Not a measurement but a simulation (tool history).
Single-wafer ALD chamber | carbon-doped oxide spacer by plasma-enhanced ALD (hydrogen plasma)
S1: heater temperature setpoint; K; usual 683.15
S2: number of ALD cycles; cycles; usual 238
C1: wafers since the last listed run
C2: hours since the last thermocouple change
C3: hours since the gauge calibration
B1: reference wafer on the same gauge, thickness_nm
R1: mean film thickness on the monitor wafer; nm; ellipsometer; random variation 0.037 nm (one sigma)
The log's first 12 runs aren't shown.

Run 13, hour 117.8: usual settings but S1 686.15 K; C1 24; C2 952.8; C3 197.7; B1 12.901. Result: R1 10.894 nm.
At hour 123.5: gauge calibrated.
Run 14, hour 126.2: usual settings; C1 12; C2 961.2; C3 2.7; B1 12.899. Result: R1 10.995 nm.
Run 15, hour 141: usual settings; C1 22; C2 976; C3 17.5; B1 12.904. Result: R1 10.979 nm.
Run 16, hour 151.5: usual settings; C1 15; C2 986.5; C3 28; B1 12.901. Result: R1 10.999 nm.
Run 17, hour 162.7: usual settings; C1 16; C2 997.7; C3 39.2; B1 12.894. Result: R1 10.993 nm.
Run 18, hour 170.8: usual settings but S1 698.15 K; C1 12; C2 1005.8; C3 47.3; B1 12.91. Result: R1 10.416 nm.
Run 19, hour 181.5: usual settings but S1 693.15 K, S2 204 cycles; C1 16; C2 1016.5; C3 58; B1 12.892. Result: R1 9.154 nm.
Run 20, hour 189.2: usual settings but S1 687.15 K, S2 261 cycles; C1 11; C2 1024.2; C3 65.7; B1 12.908. Result: R1 11.842 nm.
Run 21, hour 196.2: usual settings but S1 688.15 K; C1 10; C2 1031.2; C3 72.7; B1 12.909. Result: R1 10.784 nm.
Run 22, hour 205.2: usual settings; C1 13; C2 1040.2; C3 81.7; B1 12.904. Result: R1 11.088 nm.
Run 23, hour 213.2: usual settings but S1 693.15 K, S2 253 cycles; C1 11; C2 1048.2; C3 89.7; B1 12.884. Result: R1 11.299 nm.
Run 24, hour 223.2: usual settings but S1 674.15 K, S2 256 cycles; C1 14; C2 1058.2; C3 99.7; B1 12.904. Result: R1 12.196 nm.
Run 25, hour 234.4: usual settings but S1 670.15 K, S2 223 cycles; C1 16; C2 1069.4; C3 110.9; B1 12.901. Result: R1 10.597 nm.
Run 26, hour 250.7: usual settings but S1 672.15 K; C1 24; C2 1085.7; C3 127.2; B1 12.89. Result: R1 11.371 nm.
At hour 270.2: thermocouple changed; heater temperature recalibrated.
Run 27, hour 270.7: usual settings; C1 17; C2 0.5; C3 147.2; B1 12.909. Result: R1 11.024 nm.
Run 28, hour 280.1: usual settings; C1 14; C2 9.9; C3 156.6; B1 12.908. Result: R1 11.044 nm.
Run 29, hour 296.9: usual settings but S1 696.15 K; C1 25; C2 26.7; C3 173.4; B1 12.9. Result: R1 10.464 nm.
Run 30, hour 310.3: usual settings but S1 686.15 K; C1 20; C2 40.1; C3 186.8; B1 12.894. Result: R1 10.944 nm.
At hour 317.4: gauge calibrated.
Run 31, hour 324.1: usual settings but S1 675.15 K, S2 265 cycles; C1 20; C2 53.9; C3 6.7; B1 12.901. Result: R1 12.68 nm.
Run 32, hour 332.4: usual settings; C1 12; C2 62.2; C3 15; B1 12.899. Result: R1 11.034 nm.
Run 33, hour 342.4: usual settings; C1 14; C2 72.2; C3 25; B1 12.901. Result: R1 11.085 nm.
Run 34, hour 352.3: usual settings but S1 671.15 K, S2 216 cycles; C1 14; C2 82.1; C3 34.9; B1 12.902. Result: R1 10.309 nm.

Forecast each of these 3 alternatives for the next run:
Run A, hour 353.1: usual settings but S2 279 cycles; C1 1; C2 82.9; C3 35.7; B1 ?. Result: R1 ?.
Run B, hour 353.1: usual settings but S1 689.15 K; C1 1; C2 82.9; C3 35.7; B1 ?. Result: R1 ?.
Run C, hour 353.1: usual settings but S1 696.15 K, S2 208 cycles; C1 1; C2 82.9; C3 35.7; B1 ?. Result: R1 ?.

run      B1      R1
  A  12.892  12.958
  B  12.892  10.822
  C  12.892   9.222
Without the tool's hidden state the same runs would have given:
run      R1
  A  12.958
  B  10.822
  C   9.222
